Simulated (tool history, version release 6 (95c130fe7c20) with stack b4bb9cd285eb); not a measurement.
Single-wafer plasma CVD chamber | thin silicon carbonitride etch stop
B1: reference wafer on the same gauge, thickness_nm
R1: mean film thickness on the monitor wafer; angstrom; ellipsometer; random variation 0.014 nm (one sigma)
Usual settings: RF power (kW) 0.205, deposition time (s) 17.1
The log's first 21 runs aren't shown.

{"run": 22, "hour": 234.7, "RF power (kW)": 0.245, "deposition time (s)": 16.0, "B1": 10.842, "R1": 94.78}
{"run": 23, "hour": 242.2, "RF power (kW)": 0.24, "deposition time (s)": 19.9, "B1": 10.841, "R1": 117.27}
{"run": 24, "hour": 258.7, "RF power (kW)": 0.195, "deposition time (s)": 18.1, "B1": 10.837, "R1": 99.32}
{"run": 25, "hour": 268.0, "RF power (kW)": 0.225, "deposition time (s)": 15.6, "B1": 10.841, "R1": 89.81}
{"run": 26, "hour": 276.5, "RF power (kW)": 0.235, "deposition time (s)": 17.1, "B1": 10.835, "R1": 99.95}
{"run": 27, "hour": 282.5, "RF power (kW)": 0.215, "deposition time (s)": 17.1, "B1": 10.84, "R1": 96.94}
{"run": 28, "hour": 292.7, "RF power (kW)": 0.17, "deposition time (s)": 18.0, "B1": 10.842, "R1": 94.16}
{"run": 29, "hour": 305.4, "RF power (kW)": 0.205, "deposition time (s)": 15.5, "B1": 10.839, "R1": 86.56}
{"run": 30, "hour": 317.9, "RF power (kW)": 0.235, "deposition time (s)": 18.1, "B1": 10.843, "R1": 105.6}

The next listed run, before its measurement:
{"run": 31, "hour": 333.4, "RF power (kW)": 0.185, "deposition time (s)": 14.2, "B1": "?", "R1": "?"}

Run 31 gave B1 10.838, R1 76.26 angstrom.
Without the tool's hidden state the same run would have given R1 76.81 angstrom.
